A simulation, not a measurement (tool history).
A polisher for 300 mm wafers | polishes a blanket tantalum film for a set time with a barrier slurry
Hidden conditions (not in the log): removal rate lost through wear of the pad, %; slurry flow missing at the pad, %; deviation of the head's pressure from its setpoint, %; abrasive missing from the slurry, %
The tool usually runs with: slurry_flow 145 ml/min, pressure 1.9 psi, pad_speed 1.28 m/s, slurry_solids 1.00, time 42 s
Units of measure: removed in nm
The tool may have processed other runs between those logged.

run	day	slurry_flow	pressure	pad_speed	slurry_solids	time	wafers since the last listed run	wafers polished on this pad	hours since the slurry nozzle was cleaned	hours since the head pressure was calibrated	hours since the slurry blender was calibrated	incoming thickness of the incoming film, nm	removed
1	0.000	145	1.7	1.28	1.00	42	0	461	503.4	546.2	383.0	467.6	60.4
2	0.479	145	1.7	1.28	1.00	42	119	580	514.9	557.7	394.5	470.1	59.6
3	0.817	160	1.9	1.28	0.80	42	84	664	523.0	565.8	402.6	473.0	62.6
4	1.408	180	1.9	1.28	0.90	42	147	812	537.2	580.0	416.8	464.2	67.2
# day 2.350: slurry blender recalibrated
5	2.775	180	1.9	1.28	0.90	42	319	1131	570.0	612.8	10.2	470.1	66.2
6	3.329	145	1.6	1.28	1.00	42	137	1269	583.3	626.1	23.5	467.9	55.4
# day 3.662: worn pad replaced by a new one
7	3.846	145	1.6	1.28	1.00	42	87	45	595.7	638.5	35.9	470.7	58.4
8	4.450	145	1.6	1.28	1.00	42	150	195	610.2	653.0	50.4	468.2	57.9
9	4.854	145	1.9	1.28	1.00	42	100	296	619.9	662.7	60.1	466.2	68.2
10	6.179	145	1.9	1.28	1.00	42	329	626	651.7	694.5	91.9	467.7	66.1
11	6.808	145	2.3	1.28	1.00	42	156	783	666.8	709.6	107.0	469.0	78.9
# day 7.221: slurry nozzle cleaned
12	7.254	145	1.9	1.28	1.00	42	100	883	0.8	720.3	117.7	469.4	65.5
13	7.896	145	1.2	1.28	0.85	42	159	1043	16.2	735.7	133.1	473.6	39.3
14	8.529	145	2.3	1.28	1.25	42	157	1201	31.4	750.9	148.3	462.5	82.3
# day 9.267: worn pad replaced by a new one
15	9.288	145	1.5	0.96	0.75	35	147	4	49.6	769.1	166.5	463.3	32.3
16	9.625	145	1.9	1.28	1.00	29	84	88	57.7	777.2	174.6	471.7	48.2
17	9.992	145	1.9	1.28	1.00	42	91	180	66.5	786.0	183.4	466.5	69.3
18	10.608	145	1.3	0.84	1.00	42	153	333	81.3	800.8	198.2	470.0	30.4
19	11.146	145	1.9	1.28	1.00	42	133	467	94.2	813.7	211.1	467.1	67.2
# day 11.338: head pressure recalibrated
20	11.558	145	1.9	0.94	0.90	55	81	549	104.1	5.3	221.0	468.6	62.9
21	11.958	120	1.9	1.28	1.00	54	99	649	113.7	14.9	230.6	472.7	82.7
22	12.475	145	1.4	1.28	1.00	49	128	777	126.1	27.3	243.0	466.2	56.9
23	12.942	145	1.9	1.28	1.00	42	116	894	137.3	38.5	254.2	468.4	65.8
24	13.679	145	1.9	1.28	1.00	42	183	1077	155.0	56.2	271.9	471.1	65.4
# day 14.062: worn pad replaced by a new one
25	14.083	145	1.9	1.28	1.25	42	59	5	164.7	65.9	281.6	469.9	73.9
26	14.288	145	1.9	1.28	1.00	42	50	56	169.6	70.8	286.5	470.1	69.9
27	14.629	145	1.9	1.28	1.00	42	85	141	177.8	79.0	294.7	466.7	69.7
28	15.167	145	1.3	1.46	1.00	42	133	275	190.7	91.9	307.6	470.5	53.1
29	15.504	145	1.9	1.28	1.00	42	84	359	198.8	100.0	315.7	472.3	66.4
30	16.167	145	1.9	0.96	1.00	42	164	524	214.7	115.9	331.6	467.2	49.8

Predict each of these 5 candidate next runs independently; none follows another, all start after run 30:
A	16.183	145	1.9	1.14	1.00	42	4	528	215.1	116.3	332.0	464.7	?
B	16.183	145	1.2	1.28	1.15	42	4	528	215.1	116.3	332.0	464.7	?
C	16.183	100	2.1	1.28	1.00	30	4	528	215.1	116.3	332.0	464.7	?
D	16.183	145	1.9	1.64	0.80	42	4	528	215.1	116.3	332.0	464.7	?
E	16.183	145	1.2	1.50	0.85	50	4	528	215.1	116.3	332.0	464.7	?

run	removed
A	59.4
B	43.6
C	48.6
D	80.3
E	56.2
What these runs would have given with no unlogged condition in the tool:
run	removed
A	63.7
B	46.8
C	52.1
D	86.2
E	60.3
